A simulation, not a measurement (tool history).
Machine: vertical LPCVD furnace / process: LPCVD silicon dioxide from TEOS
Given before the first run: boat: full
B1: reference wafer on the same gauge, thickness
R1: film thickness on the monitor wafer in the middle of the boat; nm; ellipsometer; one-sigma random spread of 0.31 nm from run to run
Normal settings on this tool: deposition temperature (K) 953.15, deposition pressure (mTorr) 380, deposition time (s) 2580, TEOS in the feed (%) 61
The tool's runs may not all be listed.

run 1 hour=0 | deposition_temperature_(K)=953.15 deposition_pressure_(mTorr)=380 deposition_time_(s)=2580 TEOS_in_the_feed_(%)=61 | B1=219.91 | R1=226.39
run 2 hour=14 | deposition_temperature_(K)=953.15 deposition_pressure_(mTorr)=380 deposition_time_(s)=2580 TEOS_in_the_feed_(%)=61 | B1=219.99 | R1=226.23
run 3 hour=44.7 | deposition_temperature_(K)=953.15 deposition_pressure_(mTorr)=380 deposition_time_(s)=2580 TEOS_in_the_feed_(%)=61 | B1=220.06 | R1=226.93
run 4 hour=59.5 | deposition_temperature_(K)=953.15 deposition_pressure_(mTorr)=380 deposition_time_(s)=2580 TEOS_in_the_feed_(%)=61 | B1=220.07 | R1=226.69
-- hour=62.7 gauge calibrated
run 5 hour=106.1 | deposition_temperature_(K)=953.15 deposition_pressure_(mTorr)=380 deposition_time_(s)=2580 TEOS_in_the_feed_(%)=61 | B1=220.09 | R1=227.76
run 6 hour=128.4 | deposition_temperature_(K)=953.15 deposition_pressure_(mTorr)=380 deposition_time_(s)=2580 TEOS_in_the_feed_(%)=53 | B1=219.92 | R1=212.29
-- hour=163.7 pressure gauge zeroed
run 7 hour=164.2 | deposition_temperature_(K)=953.15 deposition_pressure_(mTorr)=380 deposition_time_(s)=2580 TEOS_in_the_feed_(%)=53 | B1=219.92 | R1=212.66
run 8 hour=188.9 | deposition_temperature_(K)=953.15 deposition_pressure_(mTorr)=335 deposition_time_(s)=3330 TEOS_in_the_feed_(%)=52 | B1=220.01 | R1=254.9
-- hour=217.9 gauge calibrated
-- hour=230.5 TEOS flow controller replaced
run 9 hour=231 | deposition_temperature_(K)=953.15 deposition_pressure_(mTorr)=380 deposition_time_(s)=2580 TEOS_in_the_feed_(%)=61 | B1=220.01 | R1=228.03
-- hour=258.2 thermocouples replaced and temperature profile calibrated
run 10 hour=258.7 | deposition_temperature_(K)=942.15 deposition_pressure_(mTorr)=290 deposition_time_(s)=3060 TEOS_in_the_feed_(%)=61 | B1=219.99 | R1=163.63
run 11 hour=263.8 | deposition_temperature_(K)=953.15 deposition_pressure_(mTorr)=380 deposition_time_(s)=2580 TEOS_in_the_feed_(%)=53 | B1=220.08 | R1=193.15
run 12 hour=278.4 | deposition_temperature_(K)=953.15 deposition_pressure_(mTorr)=380 deposition_time_(s)=3570 TEOS_in_the_feed_(%)=58 | B1=219.98 | R1=279.78
run 13 hour=294 | deposition_temperature_(K)=962.15 deposition_pressure_(mTorr)=315 deposition_time_(s)=2580 TEOS_in_the_feed_(%)=67 | B1=220.09 | R1=245.5
run 14 hour=329.7 | deposition_temperature_(K)=956.15 deposition_pressure_(mTorr)=355 deposition_time_(s)=2970 TEOS_in_the_feed_(%)=61 | B1=220.04 | R1=248.26
run 15 hour=362.5 | deposition_temperature_(K)=962.15 deposition_pressure_(mTorr)=315 deposition_time_(s)=2160 TEOS_in_the_feed_(%)=68 | B1=219.83 | R1=207.53

Forecast each of these 5 alternatives for the next run:
run A hour=367.1 | deposition_temperature_(K)=953.15 deposition_pressure_(mTorr)=380 deposition_time_(s)=2580 TEOS_in_the_feed_(%)=61 | B1=? | R1=?
run B hour=367.1 | deposition_temperature_(K)=944.15 deposition_pressure_(mTorr)=380 deposition_time_(s)=2580 TEOS_in_the_feed_(%)=61 | B1=? | R1=?
run C hour=367.1 | deposition_temperature_(K)=947.15 deposition_pressure_(mTorr)=325 deposition_time_(s)=2580 TEOS_in_the_feed_(%)=50 | B1=? | R1=?
run D hour=367.1 | deposition_temperature_(K)=957.15 deposition_pressure_(mTorr)=345 deposition_time_(s)=3420 TEOS_in_the_feed_(%)=54 | B1=? | R1=?
run E hour=367.1 | deposition_temperature_(K)=959.15 deposition_pressure_(mTorr)=345 deposition_time_(s)=1590 TEOS_in_the_feed_(%)=53 | B1=? | R1=?

run=A B1=220.03 R1=207.04
run=B B1=220.03 R1=166.09
run=C B1=220.03 R1=149.74
run=D B1=220.03 R1=270.99
run=E B1=220.03 R1=130.95
Without the tool's hidden state the same runs would have given:
run=A R1=206.65
run=B R1=165.78
run=C R1=149.45
run=D R1=270.49
run=E R1=130.71

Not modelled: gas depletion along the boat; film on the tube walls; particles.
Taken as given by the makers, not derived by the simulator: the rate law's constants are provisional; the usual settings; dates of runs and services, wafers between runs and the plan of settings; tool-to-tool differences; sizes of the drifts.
